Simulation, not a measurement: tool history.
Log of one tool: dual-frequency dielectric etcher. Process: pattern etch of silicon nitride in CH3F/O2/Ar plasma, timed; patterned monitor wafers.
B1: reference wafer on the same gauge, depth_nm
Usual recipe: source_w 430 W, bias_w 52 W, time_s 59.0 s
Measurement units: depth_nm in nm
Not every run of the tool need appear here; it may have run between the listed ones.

Run 1, hour 0.0: usual settings but time_s 64.0 s; B1 39.64. Result: depth_nm 37.49 nm.
Run 2, hour 16.5: usual settings but time_s 64.0 s; B1 39.72. Result: depth_nm 38.04 nm.
Run 3, hour 49.9: usual settings but time_s 64.0 s; B1 39.72. Result: depth_nm 37.83 nm.
Run 4, hour 81.5: usual settings; B1 39.79. Result: depth_nm 34.73 nm.
Run 5, hour 95.8: usual settings but time_s 47.5 s; B1 39.71. Result: depth_nm 27.94 nm.
Run 6, hour 112.3: usual settings; B1 39.61. Result: depth_nm 34.63 nm.
Run 7, hour 140.4: usual settings but source_w 540 W, time_s 69.0 s; B1 39.66. Result: depth_nm 44.39 nm.
At hour 145.0: gauge calibrated.
At hour 178.5: upper electrode replaced.
Run 8, hour 179.0: usual settings but bias_w 60 W, time_s 47.0 s; B1 39.65. Result: depth_nm 28.55 nm.
Run 9, hour 179.4: usual settings but source_w 520 W, bias_w 43 W, time_s 45.5 s; B1 39.68. Result: depth_nm 27.42 nm.
At hour 221.6: source power generator calibrated.
At hour 276.4: wet clean of the chamber, repeated, since the last time left the tool worse.
Run 10, hour 280.2: usual settings; B1 39.76. Result: depth_nm 37.00 nm.
Run 11, hour 297.9: usual settings but bias_w 43 W; B1 39.69. Result: depth_nm 34.67 nm.
At hour 378.8: bias power generator calibrated.
Run 12, hour 382.2: usual settings; B1 39.76. Result: depth_nm 36.72 nm.
Run 13, hour 398.9: usual settings but source_w 520 W; B1 39.71. Result: depth_nm 39.46 nm.
Run 14, hour 427.4: usual settings but source_w 500 W, bias_w 46 W, time_s 45.0 s; B1 39.63. Result: depth_nm 28.74 nm.
Run 15, hour 459.5: usual settings; B1 39.77. Result: depth_nm 36.62 nm.
Run 16, hour 491.1: usual settings but bias_w 64 W, time_s 52.0 s; B1 39.64. Result: depth_nm 33.72 nm.
Run 17, hour 509.6: usual settings but bias_w 56 W, time_s 46.0 s; B1 39.68. Result: depth_nm 29.28 nm.
Run 18, hour 531.3: usual settings but source_w 540 W, time_s 73.5 s; B1 39.66. Result: depth_nm 49.91 nm.
Run 19, hour 548.4: usual settings; B1 39.68. Result: depth_nm 36.01 nm.
Run 20, hour 568.0: usual settings but source_w 370 W, bias_w 47 W, time_s 44.0 s; B1 39.73. Result: depth_nm 24.66 nm.
Run 21, hour 587.2: usual settings but source_w 380 W; B1 39.70. Result: depth_nm 34.70 nm.
Run 22, hour 608.8: usual settings but source_w 510 W, bias_w 63 W, time_s 54.0 s; B1 39.66. Result: depth_nm 37.67 nm.
Run 23, hour 642.6: usual settings but source_w 470 W, bias_w 64 W, time_s 50.0 s; B1 39.70. Result: depth_nm 33.79 nm.
Run 24, hour 676.7: usual settings; B1 39.72. Result: depth_nm 36.13 nm.
Run 25, hour 711.6: usual settings but source_w 360 W, bias_w 41 W, time_s 69.0 s; B1 39.68. Result: depth_nm 36.76 nm.
Run 26, hour 730.6: usual settings; B1 39.66. Result: depth_nm 36.17 nm.
Run 27, hour 764.6: usual settings but source_w 530 W; B1 39.70. Result: depth_nm 38.75 nm.
Run 28, hour 788.1: usual settings but source_w 320 W, bias_w 41 W, time_s 52.0 s; B1 39.66. Result: depth_nm 26.18 nm.
At hour 823.7: wet clean of the chamber.
Run 29, hour 824.2: usual settings but source_w 330 W, time_s 69.5 s; B1 39.76. Result: depth_nm 39.14 nm.
Run 30, hour 891.4: usual settings but source_w 500 W, bias_w 47 W, time_s 48.5 s; B1 39.67. Result: depth_nm 31.44 nm.

For some of the steps in depth_nm from one run to the next: how much would appear even if the tool had no hidden state, given the settings, what came in and random variation, and how much remains for the hidden state plus any gauge scatter that the measured result and the result without hidden state don't share?
Hidden state at play: etch rate over this chamber's usual, %; source power that arrives over what is set, %; bias power that arrives over what is set, %; gauge reads high (%).
Run 7 -> 8: source_w 540 -> 430, bias_w 52 -> 60, time_s 69.0 -> 47.0, gauge calibrated, upper electrode replaced. depth_nm -15.84 nm: hidden state +0.98, all else -16.82.
Run 9 -> 10: source_w 520 -> 430, bias_w 43 -> 52, time_s 45.5 -> 59.0, source power generator calibrated, wet clean of the chamber, repeated, since the last time left the tool worse. depth_nm +9.58 nm: hidden state +1.84, all else +7.74.
Run 17 -> 18: source_w 430 -> 540, bias_w 56 -> 52, time_s 46.0 -> 73.5. depth_nm +20.63 nm: hidden state -0.33, all else +20.96.
Run 18 -> 19: source_w 540 -> 430, time_s 73.5 -> 59.0. depth_nm -13.90 nm: hidden state +0.16, all else -14.06.
Run 28 -> 29: source_w 320 -> 330, bias_w 41 -> 52, time_s 52.0 -> 69.5, wet clean of the chamber. depth_nm +12.96 nm: hidden state +0.86, all else +12.10.
